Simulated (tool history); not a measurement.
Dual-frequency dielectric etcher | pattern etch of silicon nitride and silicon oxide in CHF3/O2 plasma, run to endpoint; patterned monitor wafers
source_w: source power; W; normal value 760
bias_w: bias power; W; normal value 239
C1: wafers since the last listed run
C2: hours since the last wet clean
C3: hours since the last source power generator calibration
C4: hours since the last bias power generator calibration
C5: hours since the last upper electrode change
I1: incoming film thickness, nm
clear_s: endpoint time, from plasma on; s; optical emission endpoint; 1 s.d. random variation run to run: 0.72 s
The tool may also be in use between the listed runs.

{"run": 1, "hour": 0.0, "source_w": 760, "bias_w": 239, "C1": 0, "C2": 139.6, "C3": 1126.1, "C4": 2383.0, "C5": 1070.5, "I1": 257.5, "clear_s": 138.9}
{"run": 2, "hour": 79.6, "source_w": 760, "bias_w": 239, "C1": 842, "C2": 219.2, "C3": 1205.7, "C4": 2462.6, "C5": 1150.1, "I1": 262.4, "clear_s": 142.8}
{"run": 3, "hour": 128.3, "source_w": 640, "bias_w": 239, "C1": 515, "C2": 267.9, "C3": 1254.4, "C4": 2511.3, "C5": 1198.8, "I1": 261.5, "clear_s": 150.0}
{"run": 4, "hour": 188.7, "source_w": 640, "bias_w": 239, "C1": 639, "C2": 328.3, "C3": 1314.8, "C4": 2571.7, "C5": 1259.2, "I1": 259.4, "clear_s": 149.2}
{"run": 5, "hour": 280.6, "source_w": 640, "bias_w": 239, "C1": 972, "C2": 420.2, "C3": 1406.7, "C4": 2663.6, "C5": 1351.1, "I1": 260.2, "clear_s": 152.0}
{"run": 6, "hour": 346.5, "source_w": 760, "bias_w": 239, "C1": 697, "C2": 486.1, "C3": 1472.6, "C4": 2729.5, "C5": 1417.0, "I1": 259.9, "clear_s": 143.8}
{"run": 7, "hour": 400.6, "source_w": 760, "bias_w": 239, "C1": 572, "C2": 540.2, "C3": 1526.7, "C4": 2783.6, "C5": 1471.1, "I1": 260.0, "clear_s": 143.5}
{"hour": 448.8, "done": "wet clean of the chamber"}
{"run": 8, "hour": 454.8, "source_w": 760, "bias_w": 239, "C1": 319, "C2": 6.0, "C3": 1580.9, "C4": 2837.8, "C5": 1525.3, "I1": 260.0, "clear_s": 136.8}
{"run": 9, "hour": 560.9, "source_w": 760, "bias_w": 239, "C1": 1122, "C2": 112.1, "C3": 1687.0, "C4": 2943.9, "C5": 1631.4, "I1": 258.2, "clear_s": 138.0}
{"run": 10, "hour": 638.7, "source_w": 760, "bias_w": 239, "C1": 823, "C2": 189.9, "C3": 1764.8, "C4": 3021.7, "C5": 1709.2, "I1": 259.8, "clear_s": 140.8}
{"run": 11, "hour": 731.3, "source_w": 760, "bias_w": 239, "C1": 979, "C2": 282.5, "C3": 1857.4, "C4": 3114.3, "C5": 1801.8, "I1": 261.3, "clear_s": 141.2}
{"run": 12, "hour": 795.8, "source_w": 760, "bias_w": 239, "C1": 682, "C2": 347.0, "C3": 1921.9, "C4": 3178.8, "C5": 1866.3, "I1": 261.0, "clear_s": 142.8}
{"run": 13, "hour": 872.3, "source_w": 760, "bias_w": 218, "C1": 809, "C2": 423.5, "C3": 1998.4, "C4": 3255.3, "C5": 1942.8, "I1": 259.4, "clear_s": 146.6}
{"hour": 952.4, "done": "wet clean of the chamber"}
{"run": 14, "hour": 952.9, "source_w": 760, "bias_w": 239, "C1": 598, "C2": 0.5, "C3": 2079.0, "C4": 3335.9, "C5": 2023.4, "I1": 258.7, "clear_s": 139.9}
{"run": 15, "hour": 1035.6, "source_w": 760, "bias_w": 239, "C1": 875, "C2": 83.2, "C3": 2161.7, "C4": 3418.6, "C5": 2106.1, "I1": 263.1, "clear_s": 142.4}
{"run": 16, "hour": 1099.9, "source_w": 760, "bias_w": 239, "C1": 680, "C2": 147.5, "C3": 2226.0, "C4": 3482.9, "C5": 2170.4, "I1": 263.9, "clear_s": 143.6}
{"hour": 1174.1, "done": "bias power generator calibrated"}
{"run": 17, "hour": 1174.6, "source_w": 760, "bias_w": 221, "C1": 748, "C2": 222.2, "C3": 2300.7, "C4": 0.5, "C5": 2245.1, "I1": 259.3, "clear_s": 143.9}
{"run": 18, "hour": 1211.3, "source_w": 630, "bias_w": 287, "C1": 388, "C2": 258.9, "C3": 2337.4, "C4": 37.2, "C5": 2281.8, "I1": 259.2, "clear_s": 145.8}
{"run": 19, "hour": 1268.1, "source_w": 760, "bias_w": 239, "C1": 601, "C2": 315.7, "C3": 2394.2, "C4": 94.0, "C5": 2338.6, "I1": 261.5, "clear_s": 146.1}
{"hour": 1330.3, "done": "source power generator calibrated"}
{"run": 20, "hour": 1341.9, "source_w": 640, "bias_w": 239, "C1": 738, "C2": 389.5, "C3": 11.6, "C4": 167.8, "C5": 2412.4, "I1": 261.6, "clear_s": 154.7}
{"run": 21, "hour": 1396.5, "source_w": 760, "bias_w": 239, "C1": 577, "C2": 444.1, "C3": 66.2, "C4": 222.4, "C5": 2467.0, "I1": 260.2, "clear_s": 145.7}
{"hour": 1442.0, "done": "upper electrode replaced"}
{"hour": 1450.1, "done": "wet clean of the chamber"}
{"run": 22, "hour": 1450.6, "source_w": 760, "bias_w": 239, "C1": 232, "C2": 0.5, "C3": 120.3, "C4": 276.5, "C5": 8.6, "I1": 260.1, "clear_s": 138.4}
{"run": 23, "hour": 1489.6, "source_w": 760, "bias_w": 239, "C1": 412, "C2": 39.5, "C3": 159.3, "C4": 315.5, "C5": 47.6, "I1": 259.5, "clear_s": 137.3}
{"run": 24, "hour": 1540.3, "source_w": 700, "bias_w": 271, "C1": 536, "C2": 90.2, "C3": 210.0, "C4": 366.2, "C5": 98.3, "I1": 260.6, "clear_s": 140.5}
{"run": 25, "hour": 1637.9, "source_w": 760, "bias_w": 239, "C1": 1032, "C2": 187.8, "C3": 307.6, "C4": 463.8, "C5": 195.9, "I1": 260.4, "clear_s": 140.8}
{"run": 26, "hour": 1730.8, "source_w": 760, "bias_w": 268, "C1": 983, "C2": 280.7, "C3": 400.5, "C4": 556.7, "C5": 288.8, "I1": 262.1, "clear_s": 138.7}
{"run": 27, "hour": 1810.8, "source_w": 640, "bias_w": 290, "C1": 846, "C2": 360.7, "C3": 480.5, "C4": 636.7, "C5": 368.8, "I1": 257.9, "clear_s": 145.9}

For run 28, what comes out?
{"run": 28, "hour": 1849.3, "source_w": 630, "bias_w": 271, "C1": 407, "C2": 399.2, "C3": 519.0, "C4": 675.2, "C5": 407.3, "I1": 262.5, "clear_s": "?"}

clear_s: 150.8 s
Take away the tool's hidden state, keep the run-to-run variation as it was, and the same run would have given clear_s 144.2 s.
